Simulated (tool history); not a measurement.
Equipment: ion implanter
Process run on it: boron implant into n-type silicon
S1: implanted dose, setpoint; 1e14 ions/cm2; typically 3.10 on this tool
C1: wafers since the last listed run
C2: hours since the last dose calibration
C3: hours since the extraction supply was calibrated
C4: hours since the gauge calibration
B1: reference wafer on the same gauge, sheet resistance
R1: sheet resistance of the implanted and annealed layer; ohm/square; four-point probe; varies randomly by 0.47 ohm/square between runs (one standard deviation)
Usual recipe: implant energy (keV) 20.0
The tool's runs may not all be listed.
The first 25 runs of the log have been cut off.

{"run": 26, "hour": 2622.5, "S1": 2.7, "implant energy (keV)": 15.5, "C1": 1046, "C2": 930.7, "C3": 464.7, "C4": 574.7, "B1": 290.1, "R1": 357.86}
{"run": 27, "hour": 2701.8, "S1": 3.67, "implant energy (keV)": 13.0, "C1": 812, "C2": 1010.0, "C3": 544.0, "C4": 654.0, "B1": 289.94, "R1": 283.22}
{"hour": 2779.4, "done": "Faraday cup replaced and dose calibrated"}
{"run": 28, "hour": 2801.2, "S1": 3.1, "implant energy (keV)": 20.0, "C1": 936, "C2": 21.8, "C3": 643.4, "C4": 753.4, "B1": 290.0, "R1": 313.9}
{"run": 29, "hour": 2905.1, "S1": 2.69, "implant energy (keV)": 25.0, "C1": 1064, "C2": 125.7, "C3": 747.3, "C4": 857.3, "B1": 290.2, "R1": 343.46}
{"run": 30, "hour": 2988.4, "S1": 3.1, "implant energy (keV)": 20.0, "C1": 853, "C2": 209.0, "C3": 830.6, "C4": 940.6, "B1": 290.01, "R1": 312.6}
{"run": 31, "hour": 3045.1, "S1": 3.1, "implant energy (keV)": 16.0, "C1": 581, "C2": 265.7, "C3": 887.3, "C4": 997.3, "B1": 289.97, "R1": 322.02}
{"run": 32, "hour": 3144.4, "S1": 3.1, "implant energy (keV)": 17.5, "C1": 1017, "C2": 365.0, "C3": 986.6, "C4": 1096.6, "B1": 289.94, "R1": 317.86}
{"run": 33, "hour": 3329.0, "S1": 2.66, "implant energy (keV)": 24.0, "C1": 1891, "C2": 549.6, "C3": 1171.2, "C4": 1281.2, "B1": 290.17, "R1": 347.69}
{"run": 34, "hour": 3416.4, "S1": 3.1, "implant energy (keV)": 15.5, "C1": 895, "C2": 637.0, "C3": 1258.6, "C4": 1368.6, "B1": 290.04, "R1": 321.04}
{"run": 35, "hour": 3472.5, "S1": 3.1, "implant energy (keV)": 24.0, "C1": 574, "C2": 693.1, "C3": 1314.7, "C4": 1424.7, "B1": 290.03, "R1": 305.71}
{"run": 36, "hour": 3533.7, "S1": 2.65, "implant energy (keV)": 24.0, "C1": 627, "C2": 754.3, "C3": 1375.9, "C4": 1485.9, "B1": 289.86, "R1": 347.4}
{"run": 37, "hour": 3610.1, "S1": 2.27, "implant energy (keV)": 24.0, "C1": 783, "C2": 830.7, "C3": 1452.3, "C4": 1562.3, "B1": 290.03, "R1": 393.74}
{"run": 38, "hour": 3929.9, "S1": 2.77, "implant energy (keV)": 17.5, "C1": 3277, "C2": 1150.5, "C3": 1772.1, "C4": 1882.1, "B1": 290.09, "R1": 342.65}

Forecast each of these 3 alternatives for the next run:
{"run": "A", "hour": 3930.3, "S1": 3.1, "implant energy (keV)": 13.0, "C1": 4, "C2": 1150.9, "C3": 1772.5, "C4": 1882.5, "B1": "?", "R1": "?"}
{"run": "B", "hour": 3930.3, "S1": 2.54, "implant energy (keV)": 26.5, "C1": 4, "C2": 1150.9, "C3": 1772.5, "C4": 1882.5, "B1": "?", "R1": "?"}
{"run": "C", "hour": 3930.3, "S1": 2.52, "implant energy (keV)": 23.5, "C1": 4, "C2": 1150.9, "C3": 1772.5, "C4": 1882.5, "B1": "?", "R1": "?"}

run=A B1=289.91 R1=323.90
run=B B1=289.91 R1=351.97
run=C B1=289.91 R1=358.90
Take away the tool's hidden state, keep each run's random variation, and the runs would have read:
run=A R1=329.61
run=B R1=358.06
run=C R1=365.14
